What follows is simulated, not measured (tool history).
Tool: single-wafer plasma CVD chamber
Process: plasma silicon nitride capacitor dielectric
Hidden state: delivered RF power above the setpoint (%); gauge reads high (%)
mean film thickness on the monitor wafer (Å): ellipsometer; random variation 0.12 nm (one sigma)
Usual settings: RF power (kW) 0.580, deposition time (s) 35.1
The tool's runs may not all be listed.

run     day  RF power (kW)  deposition time (s)  wafers since the last listed run  hours since the last RF generator calibration  hours since the showerhead was replaced  hours since the gauge calibration  read-back reference wafer on the same gauge, thickness_nm  mean film thickness on the monitor wafer (Å)
  1   0.000          0.580                 33.5                                 0                                          658.9                                   5420.1                               53.4                                                     54.063                                        496.00
  2   0.662          0.545                 32.5                               278                                          674.8                                   5436.0                               69.3                                                     54.070                                        472.87
  3   1.408          0.545                 32.5                               313                                          692.7                                   5453.9                               87.2                                                     54.078                                        473.61
  4   2.371          0.630                 35.1                               405                                          715.8                                   5477.0                              110.3                                                     54.094                                        531.97
  5   3.300          0.645                 35.1                               390                                          738.1                                   5499.3                              132.6                                                     54.061                                        532.99
  6   4.508          0.580                 40.3                               508                                          767.1                                   5528.3                              161.6                                                     54.133                                        596.47
  7   5.379          0.580                 39.2                               366                                          788.0                                   5549.2                              182.5                                                     54.043                                        580.69
  8   6.267          0.580                 35.1                               373                                          809.3                                   5570.5                              203.8                                                     54.058                                        518.30
  9   7.642          0.580                 35.1                               578                                          842.3                                   5603.5                              236.8                                                     54.120                                        520.15
 10   8.229          0.580                 35.1                               247                                          856.4                                   5617.6                              250.9                                                     54.141                                        520.18
 11   9.338          0.580                 35.1                               466                                          883.0                                   5644.2                              277.5                                                     54.142                                        519.07
 12  10.350          0.580                 35.1                               426                                          907.3                                   5668.5                              301.8                                                     54.081                                        519.17
 13  14.375          0.580                 35.1                              1693                                         1003.9                                   5765.1                              398.4                                                     54.136                                        520.28
 14  15.446          0.580                 35.1                               450                                         1029.6                                   5790.8                              424.1                                                     54.112                                        518.50
 15  16.183          0.580                 40.5                               310                                         1047.3                                   5808.5                              441.8                                                     54.058                                        600.25
 16  17.562          0.580                 40.5                               580                                         1080.4                                   5841.6                              474.9                                                     54.127                                        601.11
     18.250  -- showerhead replaced
 17  18.692          0.580                 32.5                               334                                         1107.5                                     10.6                              502.0                                                     54.076                                        478.84
 18  19.417          0.580                 32.5                               305                                         1124.9                                     28.0                              519.4                                                     54.139                                        478.35
 19  20.588          0.580                 32.5                               492                                         1153.0                                     56.1                              547.5                                                     54.142                                        480.69
 20  21.229          0.580                 35.1                               270                                         1168.4                                     71.5                              562.9                                                     54.075                                        519.63
 21  22.146          0.670                 38.7                               385                                         1190.4                                     93.5                              584.9                                                     54.039                                        596.11
 22  23.554          0.580                 35.1                               592                                         1224.2                                    127.3                              618.7                                                     54.138                                        519.82
 23  24.888          0.580                 37.3                               561                                         1256.2                                    159.3                              650.7                                                     54.164                                        551.47
     25.471  -- RF generator calibrated
 24  25.492          0.650                 35.1                               113                                            0.5                                    173.8                              665.2                                                     54.071                                        535.19
     25.721  -- gauge calibrated
 25  26.104          0.655                 41.7                               257                                           15.2                                    188.5                                9.2                                                     54.091                                        637.26
 26  26.983          0.500                 39.0                               369                                           36.3                                    209.6                               30.3                                                     54.099                                        555.86
 27  27.779          0.580                 32.5                               334                                           55.4                                    228.7                               49.4                                                     54.119                                        481.25
 28  28.638          0.645                 28.9                               361                                           76.0                                    249.3                               70.0                                                     54.041                                        440.13
 29  29.583          0.580                 28.1                               398                                           98.7                                    272.0                               92.7                                                     54.106                                        418.20
 30  30.338          0.580                 35.1                               317                                          116.8                                    290.1                              110.8                                                     54.098                                        520.61
 31  31.733          0.580                 35.1                               587                                          150.3                                    323.6                              144.3                                                     54.118                                        519.84
 32  32.771          0.625                 39.5                               436                                          175.2                                    348.5                              169.2                                                     54.141                                        595.23
 33  34.138          0.500                 35.1                               575                                          208.0                                    381.3                              202.0                                                     54.064                                        501.24
 34  34.971          0.490                 35.1                               350                                          228.0                                    401.3                              222.0                                                     54.030                                        496.85
 35  36.312          0.515                 31.9                               564                                          260.2                                    433.5                              254.2                                                     54.114                                        457.30
 36  37.254          0.580                 35.1                               396                                          282.8                                    456.1                              276.8                                                     54.114                                        518.74
 37  37.779          0.580                 31.5                               220                                          295.4                                    468.7                              289.4                                                     54.080                                        467.51
 38  39.192          0.545                 32.5                               594                                          329.3                                    502.6                              323.3                                                     54.077                                        472.36
 39  39.704          0.580                 38.9                               215                                          341.6                                    514.9                              335.6                                                     54.121                                        575.06
 40  40.546          0.580                 35.1                               354                                          361.8                                    535.1                              355.8                                                     54.102                                        519.86
 41  41.771          0.625                 39.3                               515                                          391.2                                    564.5                              385.2                                                     54.068                                        593.37
 42  42.604          0.485                 37.0                               350                                          411.2                                    584.5                              405.2                                                     54.116                                        521.78
 43  43.617          0.580                 35.1                               426                                          435.5                                    608.8                              429.5                                                     54.112                                        518.84
 44  44.617          0.580                 37.5                               420                                          459.5                                    632.8                              453.5                                                     54.064                                        555.71
 45  45.562          0.580                 35.1                               398                                          482.2                                    655.5                              476.2                                                     54.069                                        520.58

What the log doesn't show, run by run:
delivered RF power above the setpoint (%): 0 in every run
gauge reads high (%): 0 in every run
